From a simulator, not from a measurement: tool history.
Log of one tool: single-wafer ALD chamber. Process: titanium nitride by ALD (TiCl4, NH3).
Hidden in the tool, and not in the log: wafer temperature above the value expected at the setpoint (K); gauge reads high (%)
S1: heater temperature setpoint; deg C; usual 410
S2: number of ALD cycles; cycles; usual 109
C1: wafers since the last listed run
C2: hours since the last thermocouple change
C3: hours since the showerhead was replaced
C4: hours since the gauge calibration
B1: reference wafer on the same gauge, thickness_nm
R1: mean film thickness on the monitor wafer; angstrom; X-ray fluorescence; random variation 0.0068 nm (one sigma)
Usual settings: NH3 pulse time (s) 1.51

run 1 hour=0.0 | S1=410 S2=109 NH3_pulse_time_(s)=1.51 | C1=0 C2=1539.9 C3=6582.7 C4=155.4 | B1=1.908 | R1=21.33
run 2 hour=13.2 | S1=410 S2=109 NH3_pulse_time_(s)=1.51 | C1=23 C2=1553.1 C3=6595.9 C4=168.6 | B1=1.905 | R1=21.25
run 3 hour=45.4 | S1=410 S2=109 NH3_pulse_time_(s)=1.51 | C1=57 C2=1585.3 C3=6628.1 C4=200.8 | B1=1.902 | R1=21.22
run 4 hour=71.9 | S1=410 S2=109 NH3_pulse_time_(s)=1.51 | C1=47 C2=1611.8 C3=6654.6 C4=227.3 | B1=1.898 | R1=21.46
run 5 hour=101.7 | S1=410 S2=109 NH3_pulse_time_(s)=1.51 | C1=52 C2=1641.6 C3=6684.4 C4=257.1 | B1=1.897 | R1=21.17
run 6 hour=127.0 | S1=410 S2=109 NH3_pulse_time_(s)=1.51 | C1=44 C2=1666.9 C3=6709.7 C4=282.4 | B1=1.895 | R1=21.26
-- hour=133.9 gauge calibrated
run 7 hour=149.1 | S1=410 S2=109 NH3_pulse_time_(s)=1.51 | C1=39 C2=1689.0 C3=6731.8 C4=15.2 | B1=1.918 | R1=21.51
-- hour=173.0 thermocouple changed; heater temperature recalibrated
run 8 hour=180.9 | S1=397 S2=109 NH3_pulse_time_(s)=1.51 | C1=42 C2=7.9 C3=6763.6 C4=47.0 | B1=1.917 | R1=21.18
run 9 hour=208.5 | S1=397 S2=96 NH3_pulse_time_(s)=1.67 | C1=49 C2=35.5 C3=6791.2 C4=74.6 | B1=1.915 | R1=18.68
-- hour=240.8 showerhead replaced
run 10 hour=241.3 | S1=410 S2=109 NH3_pulse_time_(s)=1.51 | C1=44 C2=68.3 C3=0.5 C4=107.4 | B1=1.912 | R1=21.47
run 11 hour=314.2 | S1=410 S2=109 NH3_pulse_time_(s)=1.51 | C1=129 C2=141.2 C3=73.4 C4=180.3 | B1=1.906 | R1=21.29

The next listed run, before its measurement:
run 12 hour=327.2 | S1=420 S2=99 NH3_pulse_time_(s)=1.88 | C1=23 C2=154.2 C3=86.4 C4=193.3 | B1=? | R1=?

{"run 12": {"B1": 1.906, "R1": 19.53}}
Without the tool's hidden state the same run would have given R1 19.68 angstrom.
